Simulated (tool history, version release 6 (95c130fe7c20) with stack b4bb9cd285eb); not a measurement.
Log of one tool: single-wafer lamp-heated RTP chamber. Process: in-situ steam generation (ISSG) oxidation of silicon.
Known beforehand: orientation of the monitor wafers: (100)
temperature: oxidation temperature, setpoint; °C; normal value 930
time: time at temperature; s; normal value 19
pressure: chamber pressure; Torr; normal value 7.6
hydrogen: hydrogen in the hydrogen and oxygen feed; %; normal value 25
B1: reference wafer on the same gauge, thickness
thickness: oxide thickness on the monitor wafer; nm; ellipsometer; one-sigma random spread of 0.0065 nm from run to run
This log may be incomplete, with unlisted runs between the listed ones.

run 1 hour=0.0 | temperature=930 time=19 pressure=7.6 hydrogen=25 | B1=5.149 | thickness=4.425
run 2 hour=15.0 | temperature=930 time=19 pressure=7.6 hydrogen=25 | B1=5.151 | thickness=4.430
run 3 hour=108.2 | temperature=930 time=19 pressure=7.6 hydrogen=25 | B1=5.151 | thickness=4.437
run 4 hour=127.4 | temperature=930 time=19 pressure=7.1 hydrogen=25 | B1=5.151 | thickness=4.428
run 5 hour=146.3 | temperature=930 time=19 pressure=7.6 hydrogen=25 | B1=5.150 | thickness=4.422
run 6 hour=174.5 | temperature=923 time=19 pressure=8.2 hydrogen=25 | B1=5.151 | thickness=4.339
run 7 hour=197.7 | temperature=923 time=19 pressure=8.2 hydrogen=25 | B1=5.150 | thickness=4.349
-- hour=211.8 gauge calibrated
run 8 hour=219.0 | temperature=930 time=19 pressure=7.6 hydrogen=25 | B1=5.151 | thickness=4.430
-- hour=229.7 pyrometer window cleaned and pyrometer calibrated
run 9 hour=251.7 | temperature=930 time=19 pressure=7.6 hydrogen=25 | B1=5.150 | thickness=4.369
run 10 hour=267.8 | temperature=937 time=19 pressure=7.6 hydrogen=25 | B1=5.149 | thickness=4.462
run 11 hour=290.4 | temperature=930 time=19 pressure=7.6 hydrogen=25 | B1=5.150 | thickness=4.386
run 12 hour=314.3 | temperature=936 time=19 pressure=7.6 hydrogen=25 | B1=5.150 | thickness=4.464
run 13 hour=346.9 | temperature=930 time=19 pressure=6.9 hydrogen=20 | B1=5.151 | thickness=4.146
run 14 hour=371.6 | temperature=930 time=19 pressure=7.6 hydrogen=25 | B1=5.152 | thickness=4.414
run 15 hour=394.3 | temperature=930 time=19 pressure=7.6 hydrogen=25 | B1=5.149 | thickness=4.402
run 16 hour=415.8 | temperature=935 time=14 pressure=8.5 hydrogen=19 | B1=5.150 | thickness=3.715
run 17 hour=433.5 | temperature=912 time=19 pressure=7.6 hydrogen=25 | B1=5.151 | thickness=4.211
run 18 hour=448.3 | temperature=949 time=26 pressure=9.0 hydrogen=31 | B1=5.149 | thickness=5.530
-- hour=464.8 hydrogen flow controller replaced
run 19 hour=469.0 | temperature=930 time=21 pressure=6.9 hydrogen=32 | B1=5.151 | thickness=4.903
-- hour=477.4 pressure gauge zeroed
run 20 hour=482.9 | temperature=930 time=19 pressure=7.6 hydrogen=25 | B1=5.150 | thickness=4.428
run 21 hour=510.5 | temperature=930 time=19 pressure=7.6 hydrogen=25 | B1=5.149 | thickness=4.431
run 22 hour=579.2 | temperature=930 time=13 pressure=9.0 hydrogen=25 | B1=5.150 | thickness=3.808
run 23 hour=608.0 | temperature=930 time=19 pressure=6.9 hydrogen=16 | B1=5.150 | thickness=3.960

Some steps in thickness between neighbouring runs. How much of each would the tool show without its hidden state too (settings, what came in, random variation), and how much is left for the hidden state, with any gauge scatter that isn't in both results?
The hidden state here: true wafer temperature minus pyrometer reading, K; true pressure minus gauge reading, Torr; deviation of the hydrogen flow from its setpoint, %; gauge reads high (%).
Run 8 -> 9: pyrometer window cleaned and pyrometer calibrated. thickness -0.061 nm: hidden state -0.064, all else +0.003.
Run 15 -> 16: temperature 930 -> 935, time 19 -> 14, pressure 7.6 -> 8.5, hydrogen 25 -> 19. thickness -0.687 nm: hidden state -0.010, all else -0.677.
Run 17 -> 18: temperature 912 -> 949, time 19 -> 26, pressure 7.6 -> 9.0, hydrogen 25 -> 31. thickness +1.319 nm: hidden state +0.042, all else +1.277.

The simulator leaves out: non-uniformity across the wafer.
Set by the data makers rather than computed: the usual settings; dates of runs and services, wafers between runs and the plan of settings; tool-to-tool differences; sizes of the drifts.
